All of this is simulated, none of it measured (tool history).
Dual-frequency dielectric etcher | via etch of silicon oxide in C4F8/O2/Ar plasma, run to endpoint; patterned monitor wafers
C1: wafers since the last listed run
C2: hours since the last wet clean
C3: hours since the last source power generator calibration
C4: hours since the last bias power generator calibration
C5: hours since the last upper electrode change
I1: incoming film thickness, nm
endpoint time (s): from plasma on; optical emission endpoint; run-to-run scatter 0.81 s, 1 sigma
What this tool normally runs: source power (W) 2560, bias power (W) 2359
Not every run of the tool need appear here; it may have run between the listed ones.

Run 1, day 0: usual settings but source power (W) 2760; C1 0; C2 526.2; C3 1577.4; C4 3397; C5 2876; I1 1622.4. Result: endpoint time (s) 251.3.
At day 1.029: wet clean of the chamber.
Run 2, day 1.725: usual settings but source power (W) 2740, bias power (W) 2493; C1 79; C2 16.7; C3 1618.8; C4 3438.4; C5 2917.4; I1 1629.5. Result: endpoint time (s) 259.
Run 3, day 5.821: usual settings but source power (W) 2980, bias power (W) 2478; C1 447; C2 115; C3 1717.1; C4 3536.7; C5 3015.7; I1 1624.4. Result: endpoint time (s) 249.5.
Run 4, day 9.992: usual settings but source power (W) 2980, bias power (W) 2478; C1 456; C2 215.1; C3 1817.2; C4 3636.8; C5 3115.8; I1 1621.2. Result: endpoint time (s) 246.8.
Run 5, day 14.183: usual settings but source power (W) 2980, bias power (W) 2478; C1 458; C2 315.7; C3 1917.8; C4 3737.4; C5 3216.4; I1 1618.2. Result: endpoint time (s) 245.4.
Run 6, day 17.475: usual settings; C1 359; C2 394.7; C3 1996.8; C4 3816.4; C5 3295.4; I1 1624.6. Result: endpoint time (s) 258.6.
Run 7, day 19.842: usual settings; C1 258; C2 451.5; C3 2053.6; C4 3873.2; C5 3352.2; I1 1622.6. Result: endpoint time (s) 258.4.
At day 22.496: wet clean of the chamber.
Run 8, day 24.017: usual settings but source power (W) 2890; C1 347; C2 36.5; C3 2153.8; C4 3973.4; C5 3452.4; I1 1614.5. Result: endpoint time (s) 256.4.
At day 26.304: bias power generator calibrated.
Run 9, day 26.325: usual settings but source power (W) 2890; C1 234; C2 91.9; C3 2209.2; C4 0.5; C5 3507.8; I1 1626.8. Result: endpoint time (s) 256.9.
Run 10, day 30.804: usual settings; C1 489; C2 199.4; C3 2316.7; C4 108; C5 3615.3; I1 1608.3. Result: endpoint time (s) 261.7.
Run 11, day 32.371: usual settings but bias power (W) 2116; C1 171; C2 237; C3 2354.3; C4 145.6; C5 3652.9; I1 1620.3. Result: endpoint time (s) 268.5.
Run 12, day 36.446: usual settings but bias power (W) 2116; C1 445; C2 334.8; C3 2452.1; C4 243.4; C5 3750.7; I1 1624.3. Result: endpoint time (s) 267.8.
Run 13, day 38.292: usual settings but bias power (W) 2116; C1 201; C2 379.1; C3 2496.4; C4 287.7; C5 3795; I1 1606.8. Result: endpoint time (s) 264.3.
At day 39.417: upper electrode replaced.
Run 14, day 42.388: usual settings but source power (W) 3080, bias power (W) 1818; C1 338; C2 477.4; C3 2594.7; C4 386; C5 71.3; I1 1628.4. Result: endpoint time (s) 261.4.
At day 43.896: wet clean of the chamber.
Run 15, day 44: usual settings but bias power (W) 2715; C1 66; C2 2.5; C3 2633.4; C4 424.7; C5 110; I1 1635.2. Result: endpoint time (s) 259.8.
Run 16, day 47.042: usual settings but source power (W) 2340, bias power (W) 2655; C1 332; C2 75.5; C3 2706.4; C4 497.7; C5 183; I1 1626.5. Result: endpoint time (s) 264.2.
Run 17, day 48.912: usual settings; C1 204; C2 120.4; C3 2751.3; C4 542.6; C5 227.9; I1 1616.7. Result: endpoint time (s) 263.1.
At day 51.262: source power generator calibrated.
Run 18, day 53.1: usual settings but source power (W) 2890; C1 439; C2 220.9; C3 44.1; C4 643.1; C5 328.4; I1 1620.4. Result: endpoint time (s) 256.7.
Run 19, day 54.662: usual settings but source power (W) 2740, bias power (W) 2493; C1 170; C2 258.4; C3 81.6; C4 680.6; C5 365.9; I1 1622.8. Result: endpoint time (s) 255.
Run 20, day 58.779: usual settings; C1 450; C2 357.2; C3 180.4; C4 779.4; C5 464.7; I1 1612. Result: endpoint time (s) 259.1.
At day 61.996: wet clean of the chamber.
Run 21, day 62.758: usual settings; C1 325; C2 18.3; C3 275.9; C4 874.9; C5 560.2; I1 1618.7. Result: endpoint time (s) 269.4.
Run 22, day 65.554: usual settings but source power (W) 3000, bias power (W) 2921; C1 305; C2 85.4; C3 343; C4 942; C5 627.3; I1 1609. Result: endpoint time (s) 240.8.
Run 23, day 68.496: usual settings but source power (W) 2060, bias power (W) 2836; C1 321; C2 156; C3 413.6; C4 1012.6; C5 697.9; I1 1634.9. Result: endpoint time (s) 272.9.
Run 24, day 71.933: usual settings but source power (W) 2230, bias power (W) 2709; C1 375; C2 238.5; C3 496.1; C4 1095.1; C5 780.4; I1 1613.8. Result: endpoint time (s) 265.2.
Run 25, day 76.196: usual settings; C1 466; C2 340.8; C3 598.4; C4 1197.4; C5 882.7; I1 1610.5. Result: endpoint time (s) 259.5.
Run 26, day 79.796: usual settings but source power (W) 3090, bias power (W) 1968; C1 393; C2 427.2; C3 684.8; C4 1283.8; C5 969.1; I1 1617.3. Result: endpoint time (s) 255.7.
Run 27, day 83.271: usual settings but source power (W) 2210, bias power (W) 1958; C1 380; C2 510.6; C3 768.2; C4 1367.2; C5 1052.5; I1 1624.3. Result: endpoint time (s) 285.1.

3 options for the next run, each taken on its own from the tool as it stands now. Forecast them:
Run A, day 83.292: usual settings; C1 2; C2 511.1; C3 768.7; C4 1367.7; C5 1053; I1 1624. Result: endpoint time (s) ?.
Run B, day 83.292: usual settings but bias power (W) 1897; C1 2; C2 511.1; C3 768.7; C4 1367.7; C5 1053; I1 1624. Result: endpoint time (s) ?.
Run C, day 83.292: usual settings but source power (W) 3190; C1 2; C2 511.1; C3 768.7; C4 1367.7; C5 1053; I1 1624. Result: endpoint time (s) ?.

run  endpoint time (s)
  A              258.5
  B              273.5
  C              241.7
Take away the tool's hidden state, keep each run's random variation, and the runs would have read:
run  endpoint time (s)
  A              269.8
  B              285.5
  C              252.3

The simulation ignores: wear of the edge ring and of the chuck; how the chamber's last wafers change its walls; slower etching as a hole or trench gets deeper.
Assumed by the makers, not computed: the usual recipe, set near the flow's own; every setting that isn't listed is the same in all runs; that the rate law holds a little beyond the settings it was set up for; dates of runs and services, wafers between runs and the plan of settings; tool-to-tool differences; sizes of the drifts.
